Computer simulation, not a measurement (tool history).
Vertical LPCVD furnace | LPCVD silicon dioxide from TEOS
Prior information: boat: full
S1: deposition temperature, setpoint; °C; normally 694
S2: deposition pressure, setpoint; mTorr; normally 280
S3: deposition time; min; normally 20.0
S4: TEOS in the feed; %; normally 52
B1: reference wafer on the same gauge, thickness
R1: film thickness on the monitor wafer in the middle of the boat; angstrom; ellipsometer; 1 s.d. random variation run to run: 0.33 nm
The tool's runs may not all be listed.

run 1 hour=0.0 | S1=694 S2=280 S3=20.0 S4=57 | B1=93.00 | R1=1232.0
run 2 hour=50.4 | S1=694 S2=280 S3=20.0 S4=57 | B1=93.01 | R1=1226.8
run 3 hour=195.0 | S1=694 S2=280 S3=20.0 S4=52 | B1=92.93 | R1=1175.5
run 4 hour=253.6 | S1=694 S2=280 S3=15.5 S4=52 | B1=92.98 | R1=915.6
run 5 hour=315.9 | S1=694 S2=280 S3=15.5 S4=52 | B1=92.96 | R1=917.4
run 6 hour=361.1 | S1=694 S2=280 S3=20.0 S4=52 | B1=92.87 | R1=1181.7
run 7 hour=396.1 | S1=694 S2=280 S3=20.0 S4=52 | B1=93.09 | R1=1193.1
run 8 hour=457.8 | S1=694 S2=280 S3=20.0 S4=52 | B1=92.96 | R1=1190.5
run 9 hour=498.6 | S1=694 S2=280 S3=20.0 S4=52 | B1=93.10 | R1=1195.9
run 10 hour=536.6 | S1=694 S2=280 S3=18.0 S4=52 | B1=93.06 | R1=1070.0
run 11 hour=595.0 | S1=694 S2=280 S3=18.0 S4=52 | B1=92.99 | R1=1071.1
run 12 hour=639.3 | S1=694 S2=280 S3=22.5 S4=52 | B1=92.94 | R1=1346.9
run 13 hour=705.6 | S1=694 S2=280 S3=24.5 S4=61 | B1=92.97 | R1=1592.6
-- hour=766.6 TEOS flow controller replaced
run 14 hour=776.5 | S1=694 S2=305 S3=20.0 S4=44 | B1=92.94 | R1=1157.4
run 15 hour=814.9 | S1=694 S2=280 S3=20.0 S4=44 | B1=93.05 | R1=1107.1
-- hour=857.0 gauge calibrated
run 16 hour=878.5 | S1=694 S2=280 S3=20.0 S4=52 | B1=93.06 | R1=1205.4
run 17 hour=906.7 | S1=694 S2=280 S3=24.5 S4=61 | B1=92.98 | R1=1601.4
run 18 hour=963.2 | S1=688 S2=255 S3=15.5 S4=43 | B1=93.01 | R1=706.2
-- hour=1008.8 pressure gauge zeroed
run 19 hour=1009.3 | S1=684 S2=280 S3=14.5 S4=55 | B1=92.97 | R1=708.8
-- hour=1046.4 thermocouples replaced and temperature profile calibrated
run 20 hour=1194.0 | S1=694 S2=280 S3=20.0 S4=52 | B1=93.01 | R1=1111.1
run 21 hour=1224.2 | S1=684 S2=280 S3=14.5 S4=52 | B1=93.05 | R1=639.4
run 22 hour=1293.1 | S1=694 S2=280 S3=20.0 S4=57 | B1=93.00 | R1=1167.1
run 23 hour=1323.1 | S1=702 S2=340 S3=15.0 S4=52 | B1=92.95 | R1=1115.3

Branching from run 23: 3 alternative next runs. What would each branch give?
run A hour=1326.5 | S1=694 S2=280 S3=20.0 S4=52 | B1=? | R1=?
run B hour=1326.5 | S1=706 S2=320 S3=17.5 S4=56 | B1=? | R1=?
run C hour=1326.5 | S1=684 S2=235 S3=20.0 S4=52 | B1=? | R1=?

run=A B1=93.01 R1=1115.7
run=B B1=93.01 R1=1431.6
run=C B1=93.01 R1=805.8
Had the tool no hidden state, the same runs would have come out as:
run=A R1=1110.3
run=B R1=1424.8
run=C R1=801.7
